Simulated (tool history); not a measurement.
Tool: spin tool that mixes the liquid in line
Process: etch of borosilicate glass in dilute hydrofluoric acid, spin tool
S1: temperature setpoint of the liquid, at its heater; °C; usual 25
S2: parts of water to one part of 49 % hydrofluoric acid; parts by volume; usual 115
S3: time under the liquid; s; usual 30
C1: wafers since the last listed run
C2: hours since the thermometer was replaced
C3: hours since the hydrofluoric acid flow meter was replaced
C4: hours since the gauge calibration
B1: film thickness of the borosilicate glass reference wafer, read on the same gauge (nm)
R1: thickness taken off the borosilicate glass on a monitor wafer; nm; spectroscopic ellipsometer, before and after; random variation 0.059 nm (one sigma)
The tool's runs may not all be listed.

run 1 hour=0 | S1=27 S2=115 S3=35 | C1=0 C2=535.4 C3=697.3 C4=2445.1 | B1=89.97 | R1=7.25
run 2 hour=74.2 | S1=22 S2=115 S3=30 | C1=989 C2=609.6 C3=771.5 C4=2519.3 | B1=90 | R1=5.06
run 3 hour=136.1 | S1=22 S2=115 S3=30 | C1=825 C2=671.5 C3=833.4 C4=2581.2 | B1=89.99 | R1=5.12
-- hour=197.6 thermometer replaced
run 4 hour=217.5 | S1=28 S2=115 S3=30 | C1=1072 C2=19.9 C3=914.8 C4=2662.6 | B1=90 | R1=6.36
run 5 hour=277.3 | S1=25 S2=115 S3=30 | C1=797 C2=79.7 C3=974.6 C4=2722.4 | B1=90.01 | R1=5.66
-- hour=305.1 hydrofluoric acid flow meter replaced
run 6 hour=353.8 | S1=25 S2=115 S3=30 | C1=1007 C2=156.2 C3=48.7 C4=2798.9 | B1=90.02 | R1=6.17
run 7 hour=447.8 | S1=25 S2=115 S3=30 | C1=1253 C2=250.2 C3=142.7 C4=2892.9 | B1=89.99 | R1=6.07
run 8 hour=550.6 | S1=22 S2=115 S3=45 | C1=1371 C2=353 C3=245.5 C4=2995.7 | B1=89.98 | R1=8.13
run 9 hour=653.7 | S1=22 S2=115 S3=45 | C1=1375 C2=456.1 C3=348.6 C4=3098.8 | B1=89.99 | R1=7.95
run 10 hour=711.7 | S1=25 S2=115 S3=30 | C1=773 C2=514.1 C3=406.6 C4=3156.8 | B1=89.99 | R1=5.91
run 11 hour=776.2 | S1=30 S2=75 S3=30 | C1=860 C2=578.6 C3=471.1 C4=3221.3 | B1=89.99 | R1=11.73
run 12 hour=815.9 | S1=29 S2=175 S3=30 | C1=529 C2=618.3 C3=510.8 C4=3261 | B1=90.03 | R1=4.1
-- hour=841.3 thermometer replaced
-- hour=849.4 gauge calibrated
run 13 hour=862.3 | S1=28 S2=115 S3=45 | C1=605 C2=21 C3=557.2 C4=12.9 | B1=89.98 | R1=10.01
run 14 hour=922.3 | S1=23.5 S2=140 S3=40 | C1=800 C2=81 C3=617.2 C4=72.9 | B1=90.01 | R1=5.88
run 15 hour=987.1 | S1=25 S2=115 S3=30 | C1=864 C2=145.8 C3=682 C4=137.7 | B1=90.01 | R1=5.82
run 16 hour=1024.4 | S1=25 S2=115 S3=30 | C1=497 C2=183.1 C3=719.3 C4=175 | B1=89.99 | R1=5.73
run 17 hour=1119.5 | S1=21 S2=165 S3=50 | C1=1268 C2=278.2 C3=814.4 C4=270.1 | B1=90 | R1=5.36
run 18 hour=1161.3 | S1=29 S2=75 S3=15 | C1=557 C2=320 C3=856.2 C4=311.9 | B1=90.01 | R1=5.36
-- hour=1239.5 hydrofluoric acid flow meter replaced
run 19 hour=1253.4 | S1=25 S2=115 S3=30 | C1=1215 C2=412.1 C3=13.9 C4=404 | B1=90 | R1=6.26
run 20 hour=1333.4 | S1=28.5 S2=115 S3=30 | C1=1067 C2=492.1 C3=93.9 C4=484 | B1=90 | R1=6.92
run 21 hour=1383.8 | S1=28 S2=140 S3=45 | C1=672 C2=542.5 C3=144.3 C4=534.4 | B1=89.99 | R1=8.21
run 22 hour=1462.2 | S1=27.5 S2=85 S3=20 | C1=1045 C2=620.9 C3=222.7 C4=612.8 | B1=89.99 | R1=6.29
-- hour=1507.2 thermometer replaced
run 23 hour=1534.5 | S1=22 S2=115 S3=25 | C1=951 C2=27.3 C3=295 C4=685.1 | B1=89.98 | R1=4.44
run 24 hour=1580.3 | S1=25 S2=95 S3=30 | C1=610 C2=73.1 C3=340.8 C4=730.9 | B1=89.97 | R1=7.47
run 25 hour=1687.6 | S1=25 S2=80 S3=40 | C1=1431 C2=180.4 C3=448.1 C4=838.2 | B1=90.01 | R1=11.94
run 26 hour=1795 | S1=30 S2=90 S3=45 | C1=1432 C2=287.8 C3=555.5 C4=945.6 | B1=90.01 | R1=13.95
run 27 hour=1894.7 | S1=25 S2=145 S3=15 | C1=1329 C2=387.5 C3=655.2 C4=1045.3 | B1=90.02 | R1=2.21
run 28 hour=1990.3 | S1=20.5 S2=135 S3=30 | C1=1275 C2=483.1 C3=750.8 C4=1140.9 | B1=89.98 | R1=4.04
run 29 hour=2034.9 | S1=25 S2=115 S3=30 | C1=594 C2=527.7 C3=795.4 C4=1185.5 | B1=89.99 | R1=5.61
run 30 hour=2075.2 | S1=23 S2=130 S3=30 | C1=537 C2=568 C3=835.7 C4=1225.8 | B1=89.99 | R1=4.61
-- hour=2090.8 thermometer replaced
run 31 hour=2165.8 | S1=23 S2=130 S3=30 | C1=1195 C2=75 C3=926.3 C4=1316.4 | B1=90.01 | R1=4.55
run 32 hour=2258.7 | S1=25 S2=150 S3=30 | C1=1239 C2=167.9 C3=1019.2 C4=1409.3 | B1=89.99 | R1=4.06

5 ways to go on from here, each from the tool as it stands after run 32. What would each give?
run A hour=2259.1 | S1=25 S2=115 S3=30 | C1=5 C2=168.3 C3=1019.6 C4=1409.7 | B1=? | R1=?
run B hour=2259.1 | S1=25 S2=155 S3=30 | C1=5 C2=168.3 C3=1019.6 C4=1409.7 | B1=? | R1=?
run C hour=2259.1 | S1=29.5 S2=115 S3=30 | C1=5 C2=168.3 C3=1019.6 C4=1409.7 | B1=? | R1=?
run D hour=2259.1 | S1=25 S2=65 S3=50 | C1=5 C2=168.3 C3=1019.6 C4=1409.7 | B1=? | R1=?
run E hour=2259.1 | S1=21.5 S2=115 S3=30 | C1=5 C2=168.3 C3=1019.6 C4=1409.7 | B1=? | R1=?

run=A B1=90 R1=5.58
run=B B1=90 R1=3.93
run=C B1=90 R1=6.62
run=D B1=90 R1=17.64
run=E B1=90 R1=4.87
Without the tool's hidden state the same runs would have given:
run=A R1=6.21
run=B R1=4.4
run=C R1=7.37
run=D R1=19.53
run=E R1=5.41

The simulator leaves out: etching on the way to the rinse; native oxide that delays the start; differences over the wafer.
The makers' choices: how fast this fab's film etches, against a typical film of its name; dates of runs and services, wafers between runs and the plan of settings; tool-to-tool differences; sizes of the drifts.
